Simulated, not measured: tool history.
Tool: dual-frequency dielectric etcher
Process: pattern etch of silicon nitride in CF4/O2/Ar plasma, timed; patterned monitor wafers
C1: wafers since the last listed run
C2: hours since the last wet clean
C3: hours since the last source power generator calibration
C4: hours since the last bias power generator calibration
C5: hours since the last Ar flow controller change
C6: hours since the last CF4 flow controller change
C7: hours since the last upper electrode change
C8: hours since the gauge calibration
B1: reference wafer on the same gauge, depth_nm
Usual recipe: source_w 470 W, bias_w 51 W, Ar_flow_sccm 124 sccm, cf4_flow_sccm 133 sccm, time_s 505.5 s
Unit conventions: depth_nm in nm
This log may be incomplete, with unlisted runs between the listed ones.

run 1 hour=0.0 | source_w=470 bias_w=56 Ar_flow_sccm=124 cf4_flow_sccm=133 time_s=505.5 | C1=0 C2=222.6 C3=2909.3 C4=1027.4 C5=4549.3 C6=5543.3 C7=2954.3 C8=415.5 | B1=908.3 | depth_nm=1002.4
run 2 hour=26.4 | source_w=470 bias_w=51 Ar_flow_sccm=124 cf4_flow_sccm=133 time_s=505.5 | C1=102 C2=249.0 C3=2935.7 C4=1053.8 C5=4575.7 C6=5569.7 C7=2980.7 C8=441.9 | B1=908.9 | depth_nm=977.4
run 3 hour=51.5 | source_w=470 bias_w=51 Ar_flow_sccm=124 cf4_flow_sccm=133 time_s=505.5 | C1=97 C2=274.1 C3=2960.8 C4=1078.9 C5=4600.8 C6=5594.8 C7=3005.8 C8=467.0 | B1=909.8 | depth_nm=964.8
run 4 hour=70.8 | source_w=470 bias_w=51 Ar_flow_sccm=124 cf4_flow_sccm=133 time_s=505.5 | C1=75 C2=293.4 C3=2980.1 C4=1098.2 C5=4620.1 C6=5614.1 C7=3025.1 C8=486.3 | B1=907.8 | depth_nm=976.8
run 5 hour=98.0 | source_w=470 bias_w=51 Ar_flow_sccm=124 cf4_flow_sccm=133 time_s=505.5 | C1=106 C2=320.6 C3=3007.3 C4=1125.4 C5=4647.3 C6=5641.3 C7=3052.3 C8=513.5 | B1=905.0 | depth_nm=965.1
run 6 hour=129.9 | source_w=470 bias_w=51 Ar_flow_sccm=124 cf4_flow_sccm=133 time_s=505.5 | C1=124 C2=352.5 C3=3039.2 C4=1157.3 C5=4679.2 C6=5673.2 C7=3084.2 C8=545.4 | B1=907.8 | depth_nm=971.1
run 7 hour=144.9 | source_w=470 bias_w=51 Ar_flow_sccm=134 cf4_flow_sccm=133 time_s=505.5 | C1=58 C2=367.5 C3=3054.2 C4=1172.3 C5=4694.2 C6=5688.2 C7=3099.2 C8=560.4 | B1=909.6 | depth_nm=970.6
-- hour=200.4 Ar flow controller replaced
-- hour=218.3 wet clean of the chamber
run 8 hour=220.3 | source_w=470 bias_w=51 Ar_flow_sccm=134 cf4_flow_sccm=133 time_s=505.5 | C1=200 C2=2.0 C3=3129.6 C4=1247.7 C5=19.9 C6=5763.6 C7=3174.6 C8=635.8 | B1=906.7 | depth_nm=1016.2
-- hour=241.4 gauge calibrated
run 9 hour=245.5 | source_w=470 bias_w=51 Ar_flow_sccm=124 cf4_flow_sccm=133 time_s=505.5 | C1=98 C2=27.2 C3=3154.8 C4=1272.9 C5=45.1 C6=5788.8 C7=3199.8 C8=4.1 | B1=910.0 | depth_nm=1018.6
-- hour=271.3 source power generator calibrated
-- hour=280.4 CF4 flow controller replaced
-- hour=294.9 upper electrode replaced
run 10 hour=295.4 | source_w=510 bias_w=51 Ar_flow_sccm=124 cf4_flow_sccm=165 time_s=505.5 | C1=98 C2=77.1 C3=24.1 C4=1322.8 C5=95.0 C6=15.0 C7=0.5 C8=54.0 | B1=907.9 | depth_nm=1138.8
run 11 hour=295.8 | source_w=470 bias_w=51 Ar_flow_sccm=124 cf4_flow_sccm=143 time_s=505.5 | C1=1 C2=77.5 C3=24.5 C4=1323.2 C5=95.4 C6=15.4 C7=0.9 C8=54.4 | B1=908.5 | depth_nm=1026.3
-- hour=334.5 wet clean of the chamber, repeated, since the last time left the tool worse
run 12 hour=335.0 | source_w=470 bias_w=51 Ar_flow_sccm=132 cf4_flow_sccm=133 time_s=505.5 | C1=59 C2=0.5 C3=63.7 C4=1362.4 C5=134.6 C6=54.6 C7=40.1 C8=93.6 | B1=907.9 | depth_nm=946.7
run 13 hour=335.5 | source_w=470 bias_w=51 Ar_flow_sccm=124 cf4_flow_sccm=133 time_s=505.5 | C1=1 C2=1.0 C3=64.2 C4=1362.9 C5=135.1 C6=55.1 C7=40.6 C8=94.1 | B1=911.1 | depth_nm=956.2
run 14 hour=344.1 | source_w=470 bias_w=51 Ar_flow_sccm=124 cf4_flow_sccm=108 time_s=505.5 | C1=33 C2=9.6 C3=72.8 C4=1371.5 C5=143.7 C6=63.7 C7=49.2 C8=102.7 | B1=906.6 | depth_nm=935.1
run 15 hour=362.4 | source_w=560 bias_w=51 Ar_flow_sccm=104 cf4_flow_sccm=133 time_s=645.5 | C1=71 C2=27.9 C3=91.1 C4=1389.8 C5=162.0 C6=82.0 C7=67.5 C8=121.0 | B1=910.5 | depth_nm=1490.9
-- hour=397.0 bias power generator calibrated
run 16 hour=422.3 | source_w=470 bias_w=51 Ar_flow_sccm=98 cf4_flow_sccm=133 time_s=505.5 | C1=217 C2=87.8 C3=151.0 C4=25.3 C5=221.9 C6=141.9 C7=127.4 C8=180.9 | B1=907.0 | depth_nm=991.8
run 17 hour=451.8 | source_w=560 bias_w=51 Ar_flow_sccm=106 cf4_flow_sccm=150 time_s=462.0 | C1=114 C2=117.3 C3=180.5 C4=54.8 C5=251.4 C6=171.4 C7=156.9 C8=210.4 | B1=908.5 | depth_nm=1094.7
run 18 hour=471.5 | source_w=470 bias_w=51 Ar_flow_sccm=124 cf4_flow_sccm=133 time_s=505.5 | C1=76 C2=137.0 C3=200.2 C4=74.5 C5=271.1 C6=191.1 C7=176.6 C8=230.1 | B1=906.9 | depth_nm=968.8
run 19 hour=487.5 | source_w=470 bias_w=51 Ar_flow_sccm=124 cf4_flow_sccm=133 time_s=505.5 | C1=62 C2=153.0 C3=216.2 C4=90.5 C5=287.1 C6=207.1 C7=192.6 C8=246.1 | B1=906.7 | depth_nm=978.3
run 20 hour=510.8 | source_w=360 bias_w=51 Ar_flow_sccm=124 cf4_flow_sccm=133 time_s=505.5 | C1=90 C2=176.3 C3=239.5 C4=113.8 C5=310.4 C6=230.4 C7=215.9 C8=269.4 | B1=907.8 | depth_nm=729.7
run 21 hour=598.1 | source_w=470 bias_w=51 Ar_flow_sccm=146 cf4_flow_sccm=158 time_s=505.5 | C1=340 C2=263.6 C3=326.8 C4=201.1 C5=397.7 C6=317.7 C7=303.2 C8=356.7 | B1=905.6 | depth_nm=981.9
run 22 hour=631.5 | source_w=470 bias_w=45 Ar_flow_sccm=124 cf4_flow_sccm=133 time_s=505.5 | C1=130 C2=297.0 C3=360.2 C4=234.5 C5=431.1 C6=351.1 C7=336.6 C8=390.1 | B1=909.2 | depth_nm=954.4

Measured minus without-hidden-state, run by run (identical run-to-run variation in each term; gauge scatter may differ):
What the log doesn't record here: etch rate over this chamber's usual, %; source power that arrives over what is set, %; bias power that arrives over what is set, %; Ar flow that arrives over what is set, %; CF4 flow that arrives over what is set, %; gauge reads high (%).
run=1 depth_nm=+11.9
run=2 depth_nm=+13.4
run=3 depth_nm=+15.1
run=4 depth_nm=+16.6
run=5 depth_nm=+18.3
run=6 depth_nm=+20.7
run=7 depth_nm=+21.7
run=8 depth_nm=+58.0
run=9 depth_nm=+59.8
run=10 depth_nm=+70.7
run=11 depth_nm=+63.7
run=12 depth_nm=+3.1
run=13 depth_nm=+3.1
run=14 depth_nm=+3.7
run=15 depth_nm=+7.9
run=16 depth_nm=+9.6
run=17 depth_nm=+13.0
run=18 depth_nm=+12.9
run=19 depth_nm=+14.2
run=20 depth_nm=+11.9
run=21 depth_nm=+22.0
run=22 depth_nm=+23.7

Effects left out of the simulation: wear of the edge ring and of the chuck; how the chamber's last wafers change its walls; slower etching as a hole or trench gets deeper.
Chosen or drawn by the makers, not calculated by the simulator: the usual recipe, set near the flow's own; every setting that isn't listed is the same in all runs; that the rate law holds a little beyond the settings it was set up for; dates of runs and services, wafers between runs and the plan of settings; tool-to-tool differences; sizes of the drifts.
